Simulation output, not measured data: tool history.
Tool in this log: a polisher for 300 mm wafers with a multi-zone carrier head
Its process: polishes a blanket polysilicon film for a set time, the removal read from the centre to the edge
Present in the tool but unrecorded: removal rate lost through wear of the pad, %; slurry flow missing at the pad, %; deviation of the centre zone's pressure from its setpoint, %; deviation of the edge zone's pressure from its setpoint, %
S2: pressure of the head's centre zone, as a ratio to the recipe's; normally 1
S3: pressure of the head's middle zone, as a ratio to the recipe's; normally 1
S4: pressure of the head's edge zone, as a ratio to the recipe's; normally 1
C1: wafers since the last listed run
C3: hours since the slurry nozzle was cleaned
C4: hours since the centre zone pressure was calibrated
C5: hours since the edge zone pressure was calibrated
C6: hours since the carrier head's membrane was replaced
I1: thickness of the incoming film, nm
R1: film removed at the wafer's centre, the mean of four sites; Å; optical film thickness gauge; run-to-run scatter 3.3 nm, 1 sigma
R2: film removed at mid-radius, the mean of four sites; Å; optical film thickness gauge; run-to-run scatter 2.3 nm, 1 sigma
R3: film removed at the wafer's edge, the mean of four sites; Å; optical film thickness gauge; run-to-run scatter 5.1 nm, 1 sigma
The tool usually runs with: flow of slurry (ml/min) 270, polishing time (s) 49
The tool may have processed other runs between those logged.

{"run": 1, "day": 0.0, "flow of slurry (ml/min)": 270, "S2": 1.08, "S3": 1, "S4": 1, "polishing time (s)": 49, "C1": 0, "wafers polished on this pad": 1022, "C3": 263.6, "C4": 847.9, "C5": 865.4, "C6": 827.1, "I1": 990.2, "R1": 3637, "R2": 3305, "R3": 3379}
{"day": 0.25, "done": "worn pad replaced by a new one"}
{"run": 2, "day": 2.467, "flow of slurry (ml/min)": 270, "S2": 1.08, "S3": 1, "S4": 1, "polishing time (s)": 49, "C1": 440, "wafers polished on this pad": 424, "C3": 322.8, "C4": 907.1, "C5": 924.6, "C6": 886.3, "I1": 1005.3, "R1": 3923, "R2": 3552, "R3": 3615}
{"run": 3, "day": 3.038, "flow of slurry (ml/min)": 270, "S2": 1, "S3": 1, "S4": 1, "polishing time (s)": 49, "C1": 109, "wafers polished on this pad": 533, "C3": 336.5, "C4": 920.8, "C5": 938.3, "C6": 900, "I1": 996.2, "R1": 3612, "R2": 3458, "R3": 3513}
{"run": 4, "day": 4.096, "flow of slurry (ml/min)": 270, "S2": 1, "S3": 1, "S4": 1, "polishing time (s)": 49, "C1": 202, "wafers polished on this pad": 736, "C3": 361.9, "C4": 946.2, "C5": 963.7, "C6": 925.4, "I1": 994.4, "R1": 3443, "R2": 3382, "R3": 3445}
{"run": 5, "day": 5.017, "flow of slurry (ml/min)": 270, "S2": 1, "S3": 1, "S4": 1, "polishing time (s)": 49, "C1": 176, "wafers polished on this pad": 912, "C3": 384, "C4": 968.3, "C5": 985.8, "C6": 947.5, "I1": 989.2, "R1": 3364, "R2": 3372, "R3": 3393}
{"day": 5.908, "done": "worn pad replaced by a new one"}
{"run": 6, "day": 5.929, "flow of slurry (ml/min)": 270, "S2": 1, "S3": 1, "S4": 1.08, "polishing time (s)": 49, "C1": 142, "wafers polished on this pad": 4, "C3": 405.9, "C4": 990.2, "C5": 1007.7, "C6": 969.4, "I1": 1013.2, "R1": 3773, "R2": 3707, "R3": 3840}
{"run": 7, "day": 6.521, "flow of slurry (ml/min)": 270, "S2": 1, "S3": 1, "S4": 1, "polishing time (s)": 49, "C1": 113, "wafers polished on this pad": 117, "C3": 420.1, "C4": 1004.4, "C5": 1021.9, "C6": 983.6, "I1": 1009.1, "R1": 3721, "R2": 3682, "R3": 3772}
{"run": 8, "day": 7.479, "flow of slurry (ml/min)": 270, "S2": 1, "S3": 1, "S4": 1, "polishing time (s)": 49, "C1": 183, "wafers polished on this pad": 300, "C3": 443.1, "C4": 1027.4, "C5": 1044.9, "C6": 1006.6, "I1": 1005.7, "R1": 3623, "R2": 3572, "R3": 3634}
{"run": 9, "day": 8.308, "flow of slurry (ml/min)": 270, "S2": 1, "S3": 1, "S4": 1, "polishing time (s)": 49, "C1": 158, "wafers polished on this pad": 459, "C3": 463, "C4": 1047.3, "C5": 1064.8, "C6": 1026.5, "I1": 1008.1, "R1": 3631, "R2": 3466, "R3": 3559}
{"run": 10, "day": 10.308, "flow of slurry (ml/min)": 270, "S2": 1, "S3": 1, "S4": 1, "polishing time (s)": 49, "C1": 382, "wafers polished on this pad": 842, "C3": 511, "C4": 1095.3, "C5": 1112.8, "C6": 1074.5, "I1": 1009.7, "R1": 3435, "R2": 3353, "R3": 3417}
{"day": 10.721, "done": "worn pad replaced by a new one"}
{"run": 11, "day": 11.383, "flow of slurry (ml/min)": 270, "S2": 1, "S3": 1.04, "S4": 1.09, "polishing time (s)": 49, "C1": 173, "wafers polished on this pad": 126, "C3": 536.8, "C4": 1121.1, "C5": 1138.6, "C6": 1100.3, "I1": 1007.6, "R1": 3689, "R2": 3750, "R3": 3831}
{"run": 12, "day": 12.183, "flow of slurry (ml/min)": 270, "S2": 1.11, "S3": 1, "S4": 1, "polishing time (s)": 49, "C1": 153, "wafers polished on this pad": 279, "C3": 556, "C4": 1140.3, "C5": 1157.8, "C6": 1119.5, "I1": 990.3, "R1": 4021, "R2": 3591, "R3": 3580}
{"day": 13.142, "done": "slurry nozzle cleaned"}
{"run": 13, "day": 13.246, "flow of slurry (ml/min)": 270, "S2": 1, "S3": 1, "S4": 1, "polishing time (s)": 49, "C1": 195, "wafers polished on this pad": 475, "C3": 2.5, "C4": 1165.8, "C5": 1183.3, "C6": 1145, "I1": 1005.5, "R1": 3575, "R2": 3469, "R3": 3515}

Estimate the outcome of run 14 from the log above:
{"day": 13.533, "done": "edge zone pressure recalibrated"}
{"day": 14.312, "done": "centre zone pressure recalibrated"}
{"run": 14, "day": 14.525, "flow of slurry (ml/min)": 325, "S2": 1, "S3": 1.1, "S4": 0.89, "polishing time (s)": 49, "C1": 212, "wafers polished on this pad": 688, "C3": 33.2, "C4": 5.1, "C5": 23.8, "C6": 1175.7, "I1": 994.3, "R1": "?", "R2": "?", "R3": "?"}

Run 14 produced R1 3577 Å, R2 3721 Å, R3 3322 Å.
With no hidden state in the tool, this same run would have given R1 3929 Å, R2 4087 Å, R3 3648 Å.
